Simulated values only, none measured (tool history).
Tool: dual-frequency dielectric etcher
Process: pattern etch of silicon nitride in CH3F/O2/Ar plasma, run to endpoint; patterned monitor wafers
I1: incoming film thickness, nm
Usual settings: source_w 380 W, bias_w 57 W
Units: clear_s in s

Run 1, hour 0.0: usual settings; I1 27.15. Result: clear_s 45.2 s.
Run 2, hour 35.0: usual settings; I1 27.19. Result: clear_s 45.3 s.
Run 3, hour 58.9: usual settings; I1 27.05. Result: clear_s 45.2 s.
Run 4, hour 88.6: usual settings; I1 26.96. Result: clear_s 43.9 s.
Run 5, hour 110.2: usual settings; I1 27.07. Result: clear_s 45.3 s.
Run 6, hour 137.2: usual settings; I1 27.13. Result: clear_s 44.6 s.
Run 7, hour 168.8: usual settings; I1 27.04. Result: clear_s 45.0 s.
At hour 214.2: upper electrode replaced.
Run 8, hour 214.7: usual settings; I1 27.13. Result: clear_s 44.4 s.
Run 9, hour 220.6: usual settings; I1 27.22. Result: clear_s 44.5 s.
Run 10, hour 241.3: usual settings; I1 27.05. Result: clear_s 44.2 s.
Run 11, hour 259.6: usual settings; I1 27.03. Result: clear_s 44.6 s.
Run 12, hour 282.1: usual settings; I1 27.22. Result: clear_s 44.5 s.
Run 13, hour 317.3: usual settings but source_w 440 W, bias_w 61 W; I1 27.20. Result: clear_s 40.3 s.
Run 14, hour 335.6: usual settings but source_w 290 W, bias_w 53 W; I1 27.01. Result: clear_s 51.5 s.
At hour 352.6: bias power generator calibrated.
Run 15, hour 363.5: usual settings but source_w 480 W, bias_w 53 W; I1 26.78. Result: clear_s 39.7 s.
At hour 405.4: source power generator calibrated.
At hour 422.2: wet clean of the chamber.
Run 16, hour 422.7: usual settings but source_w 290 W, bias_w 53 W; I1 26.95. Result: clear_s 54.7 s.
Run 17, hour 423.1: usual settings but source_w 460 W, bias_w 50 W; I1 27.20. Result: clear_s 44.6 s.
Run 18, hour 431.3: usual settings; I1 27.29. Result: clear_s 47.1 s.
Run 19, hour 465.5: usual settings; I1 26.94. Result: clear_s 46.1 s.
Run 20, hour 501.4: usual settings but source_w 290 W, bias_w 63 W; I1 27.22. Result: clear_s 51.1 s.
Run 21, hour 517.3: usual settings but source_w 280 W, bias_w 64 W; I1 27.11. Result: clear_s 51.4 s.
Run 22, hour 544.9: usual settings but source_w 470 W, bias_w 44 W; I1 26.91. Result: clear_s 45.9 s.
Run 23, hour 565.3: usual settings but source_w 420 W, bias_w 51 W; I1 27.12. Result: clear_s 44.8 s.
Run 24, hour 600.2: usual settings; I1 27.07. Result: clear_s 45.4 s.
Run 25, hour 624.0: usual settings but bias_w 45 W; I1 27.20. Result: clear_s 50.0 s.

3 ways to go on from here, each from the tool as it stands after run 25. What would each give?
Run A, hour 624.4: usual settings; I1 26.90. Result: clear_s ?.
Run B, hour 624.4: usual settings but source_w 290 W; I1 26.90. Result: clear_s ?.
Run C, hour 624.4: usual settings but source_w 430 W, bias_w 49 W; I1 26.90. Result: clear_s ?.

run  clear_s
  A     45.0
  B     51.6
  C     44.9
Without the tool's hidden state the same runs would have given:
run  clear_s
  A     45.9
  B     52.6
  C     45.8
